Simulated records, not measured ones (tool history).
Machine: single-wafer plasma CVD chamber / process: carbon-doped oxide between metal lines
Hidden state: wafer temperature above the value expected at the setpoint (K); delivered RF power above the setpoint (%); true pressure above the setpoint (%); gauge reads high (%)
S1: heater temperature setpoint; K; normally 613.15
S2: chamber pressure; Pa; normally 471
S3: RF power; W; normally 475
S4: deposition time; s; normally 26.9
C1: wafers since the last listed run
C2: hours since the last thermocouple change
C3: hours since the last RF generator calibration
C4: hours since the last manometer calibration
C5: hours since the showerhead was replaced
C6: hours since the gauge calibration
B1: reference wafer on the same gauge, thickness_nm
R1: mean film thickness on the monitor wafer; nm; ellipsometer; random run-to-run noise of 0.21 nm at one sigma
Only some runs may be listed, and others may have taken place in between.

run	day	S1	S2	S3	S4	C1	C2	C3	C4	C5	C6	B1	R1
1	0.000	609.15	471	475	26.9	0	2371.0	1494.8	1519.6	5677.6	69.8	147.993	132.652
2	0.421	613.15	471	510	26.9	276	2381.1	1504.9	1529.7	5687.7	79.9	147.872	137.936
3	0.738	613.15	471	475	26.9	208	2388.7	1512.5	1537.3	5695.3	87.5	147.981	130.942
4	1.079	613.15	471	475	26.9	224	2396.9	1520.7	1545.5	5703.5	95.7	148.036	130.765
# day 1.571: gauge calibrated
5	1.671	613.15	471	475	26.9	389	2411.1	1534.9	1559.7	5717.7	2.4	147.961	130.683
# day 2.275: showerhead replaced, of another model than before
6	2.296	607.15	444	475	26.9	191	2426.1	1549.9	1574.7	0.5	17.4	148.042	128.492
7	2.862	607.15	444	475	26.9	372	2439.7	1563.5	1588.3	14.1	31.0	148.075	128.122
8	3.617	607.15	444	475	26.9	496	2457.8	1581.6	1606.4	32.2	49.1	148.017	127.929
# day 4.042: thermocouple changed; heater temperature recalibrated
# day 4.296: capacitance manometer re-zeroed and calibrated
9	4.317	598.15	471	475	31.8	74	6.6	1598.4	0.5	49.0	65.9	148.037	155.672
10	4.508	613.15	471	475	26.9	126	11.2	1603.0	5.1	53.6	70.5	148.029	126.001
# day 5.158: RF generator calibrated
11	5.179	613.15	505	475	26.9	222	27.3	0.5	21.2	69.7	86.6	147.972	139.331
12	5.412	613.15	471	475	26.9	153	32.9	6.1	26.8	75.3	92.2	147.999	137.683
# day 5.833: gauge calibrated
13	5.912	613.15	471	475	26.9	329	44.9	18.1	38.8	87.3	1.9	147.975	137.893
14	6.350	613.15	471	475	23.2	287	55.4	28.6	49.3	97.8	12.4	147.942	119.638
15	7.054	606.15	471	435	26.9	463	72.3	45.5	66.2	114.7	29.3	148.066	127.480
16	7.521	613.15	471	475	24.3	307	83.5	56.7	77.4	125.9	40.5	147.948	124.524

Describe how what the log doesn't record of the tool's condition differs between the last listed run preceding each entry between runs and the first listed run following it.
Logged between run 4 and run 5: gauge calibrated (day 1.571)
  delivered RF power above the setpoint (%): -7.65 -> -7.71
  what was measured, less what the result would be without the hidden state, R1: -7.593 -> -7.667 nm
Logged between run 5 and run 6: showerhead replaced, of another model than before (day 2.275)
  delivered RF power above the setpoint (%): -7.71 -> -7.79
  what was measured, less what the result would be without the hidden state, R1: -7.667 -> -11.895 nm
Logged between run 8 and run 9: thermocouple changed; heater temperature recalibrated (day 4.042); capacitance manometer re-zeroed and calibrated (day 4.296)
  delivered RF power above the setpoint (%): -7.94 -> -8.02
  what was measured, less what the result would be without the hidden state, R1: -12.114 -> -14.916 nm
Logged between run 10 and run 11: RF generator calibrated (day 5.158)
  delivered RF power above the setpoint (%): -8.04 -> -0.253
  what was measured, less what the result would be without the hidden state, R1: -12.111 -> -0.343 nm
Logged between run 12 and run 13: gauge calibrated (day 5.833)
  delivered RF power above the setpoint (%): -0.28 -> -0.337
  what was measured, less what the result would be without the hidden state, R1: -0.375 -> -0.453 nm
